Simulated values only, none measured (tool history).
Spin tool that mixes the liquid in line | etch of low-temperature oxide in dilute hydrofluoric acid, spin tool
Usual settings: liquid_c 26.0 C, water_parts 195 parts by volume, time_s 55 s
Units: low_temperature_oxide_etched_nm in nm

| run | hour | liquid_c | water_parts | time_s | read-back film thickness of the low-temperature oxide reference wafer, read on the same gauge (nm) | low_temperature_oxide_etched_nm |
|---|---|---|---|---|---|---|
| 1 | 0.0 | 22.0 | 195 | 55 | 99.29 | 4.79 |
|  | 6.6 | hydrofluoric acid flow meter replaced |
| 2 | 95.9 | 22.5 | 195 | 50 | 98.99 | 4.43 |
| 3 | 169.0 | 22.5 | 195 | 50 | 98.79 | 4.50 |
| 4 | 247.3 | 26.0 | 195 | 65 | 98.58 | 6.55 |
| 5 | 297.2 | 23.5 | 235 | 55 | 98.39 | 4.03 |
| 6 | 384.6 | 23.5 | 235 | 55 | 98.04 | 3.99 |
| 7 | 428.5 | 23.5 | 235 | 55 | 97.88 | 4.01 |
| 8 | 480.8 | 26.0 | 195 | 40 | 97.58 | 4.04 |
| 9 | 587.1 | 26.0 | 195 | 40 | 97.13 | 4.02 |
| 10 | 643.1 | 26.0 | 195 | 40 | 96.80 | 4.01 |
|  | 659.5 | thermometer replaced |
| 11 | 680.4 | 26.0 | 265 | 55 | 96.70 | 3.68 |
| 12 | 759.6 | 26.0 | 265 | 55 | 96.20 | 3.71 |
| 13 | 863.7 | 26.0 | 125 | 30 | 95.63 | 4.98 |
| 14 | 935.9 | 29.0 | 195 | 55 | 95.16 | 5.92 |
| 15 | 1006.0 | 29.5 | 280 | 35 | 94.66 | 2.39 |
| 16 | 1081.1 | 31.0 | 250 | 55 | 94.18 | 4.57 |
|  | 1164.7 | hydrofluoric acid flow meter replaced |
| 17 | 1179.6 | 29.5 | 105 | 30 | 93.46 | 6.75 |
| 18 | 1281.7 | 30.0 | 195 | 40 | 92.65 | 4.32 |
| 19 | 1532.4 | 26.0 | 195 | 55 | 90.54 | 5.14 |
|  | 1556.5 | gauge calibrated |
|  | 1605.8 | thermometer replaced |
| 20 | 1640.0 | 30.0 | 155 | 25 | 100.50 | 3.93 |
| 21 | 1706.4 | 22.0 | 295 | 55 | 100.46 | 2.93 |
| 22 | 1812.9 | 28.0 | 195 | 80 | 100.42 | 8.93 |
| 23 | 1896.7 | 26.0 | 195 | 55 | 100.32 | 5.63 |
| 24 | 1983.5 | 28.5 | 260 | 55 | 100.12 | 4.30 |

4 ways to go on from here, each from the tool as it stands after run 24. What would each give?
| A | 1983.9 | 26.0 | 170 | 55 | ? | ? |
| B | 1983.9 | 24.0 | 195 | 55 | ? | ? |
| C | 1983.9 | 24.5 | 195 | 75 | ? | ? |
| D | 1983.9 | 24.0 | 95 | 55 | ? | ? |

| run | read-back film thickness of the low-temperature oxide reference wafer, read on the same gauge (nm) | low_temperature_oxide_etched_nm |
|---|---|---|
| A | 100.13 | 6.71 |
| B | 100.13 | 5.28 |
| C | 100.13 | 7.34 |
| D | 100.13 | 12.17 |
Without the tool's hidden state the same runs would have given:
| run | low_temperature_oxide_etched_nm |
|---|---|
| A | 6.70 |
| B | 5.28 |
| C | 7.33 |
| D | 12.15 |
